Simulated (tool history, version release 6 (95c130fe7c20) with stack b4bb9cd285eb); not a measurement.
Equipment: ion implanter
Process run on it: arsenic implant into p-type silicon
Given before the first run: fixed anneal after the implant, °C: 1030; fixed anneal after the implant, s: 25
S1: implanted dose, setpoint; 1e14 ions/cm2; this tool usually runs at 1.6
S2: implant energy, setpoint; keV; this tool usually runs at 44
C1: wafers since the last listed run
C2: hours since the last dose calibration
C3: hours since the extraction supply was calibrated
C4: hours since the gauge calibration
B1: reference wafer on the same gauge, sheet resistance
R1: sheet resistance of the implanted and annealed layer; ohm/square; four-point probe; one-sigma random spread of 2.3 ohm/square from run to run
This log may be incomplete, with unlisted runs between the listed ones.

run,hour,S1,S2,C1,C2,C3,C4,B1,R1
1,0,1.6,44,0,1224.6,1846.5,1549.5,454.65,393.07
2,81.3,1.6,44,882,1305.9,1927.8,1630.8,453.7,391.71
3,154.7,1.78,44,796,1379.3,2001.2,1704.2,453.68,359.99
4,260.9,1.78,44,1152,1485.5,2107.4,1810.4,453.97,361.21
5,334.8,1.78,44,801,1559.4,2181.3,1884.3,453.73,361.57
6,385.5,1.6,51.5,550,1610.1,2232,1935,454.35,374.64
7,473.7,1.6,51.5,956,1698.3,2320.2,2023.2,453.31,378.47
8,569.9,1.95,44,1043,1794.5,2416.4,2119.4,454.57,335.54
# hour 657.2: Faraday cup replaced and dose calibrated
9,718.5,1.6,51,1525,61.3,2565,2268,453.25,384.36
10,760.4,1.6,51,454,103.2,2606.9,2309.9,453.94,389.82
11,813.4,1.6,44,575,156.2,2659.9,2362.9,454.02,396.08
12,895.1,1.6,44,886,237.9,2741.6,2444.6,454.81,396.96
13,964,1.6,44,747,306.8,2810.5,2513.5,453.87,394.84
14,1020.8,1.23,52.5,616,363.6,2867.3,2570.3,454.46,459.19
# hour 1093.9: gauge calibrated
15,1127.2,1.33,56,1154,470,2973.7,33.3,454.53,433.18
16,1229.1,1.23,29,1105,571.9,3075.6,135.2,454.26,510.97
17,1322.8,1.6,44,1016,665.6,3169.3,228.9,453.78,394.82
18,1411.7,1.6,32.5,964,754.5,3258.2,317.8,454.37,416.82
19,1452.9,1.92,57.5,446,795.7,3299.4,359,454.21,328.97
20,1501,1.3,53.5,521,843.8,3347.5,407.1,454.44,440.65
21,1560.9,1.6,29.5,649,903.7,3407.4,467,454.16,416.8
22,1606.9,1.6,44,499,949.7,3453.4,513,453.41,388.48
# hour 1637.3: extraction supply calibrated
23,1671.4,1.17,53,612,1014.2,34.1,577.5,454.41,472.92
24,1760,1.6,44,961,1102.8,122.7,666.1,453.74,395.63
25,1811.6,1.6,44,559,1154.4,174.3,717.7,454.15,392.77
26,1861.7,1.97,44,543,1204.5,224.4,767.8,454.04,339.75
27,1946.2,1.86,57.5,916,1289,308.9,852.3,454.68,334.44
28,2043.7,1.29,53,1057,1386.5,406.4,949.8,453.68,433.5
29,2088.5,1.6,44,486,1431.3,451.2,994.6,454.17,388.95
30,2134.2,1.35,55.5,495,1477,496.9,1040.3,453.95,416.4
31,2189.9,1.26,30,604,1532.7,552.6,1096,453.75,486.94
32,2291.7,1.36,31,1104,1634.5,654.4,1197.8,453.92,457.85
33,2396,2.06,51.5,1131,1738.8,758.7,1302.1,453.32,311.34
34,2454.5,1.27,56,634,1797.3,817.2,1360.6,453.52,429.46
35,2548.1,1.6,44,1015,1890.9,910.8,1454.2,453.89,381.8
# hour 2566: Faraday cup replaced and dose calibrated
36,2599.2,1.6,44,467,33.2,961.9,1505.3,454.02,395.97
37,2701.5,2.04,44,1109,135.5,1064.2,1607.6,453.88,329.6

Same runs, no hidden state in the tool, same run-to-run variation:
The tool's hidden condition here consists of: deviation of the true dose from the Faraday cup's reading, %; deviation of the true energy from its setpoint, %; gauge reads high (%).
run,R1
1,397.76
2,397.37
3,366.16
4,368.77
5,370.16
6,384.05
7,389.32
8,346.95
9,384.87
10,390.37
11,396.72
12,397.75
13,395.82
14,460.48
15,434.86
16,513.71
17,397.51
18,420.39
19,332
20,444.93
21,421.71
22,393.32
23,479.21
24,402.11
25,399.76
26,346.47
27,341.75
28,443.92
29,399.31
30,427.72
31,501.74
32,473.7
33,323.63
34,446.3
35,399.14
36,396.13
37,329.81
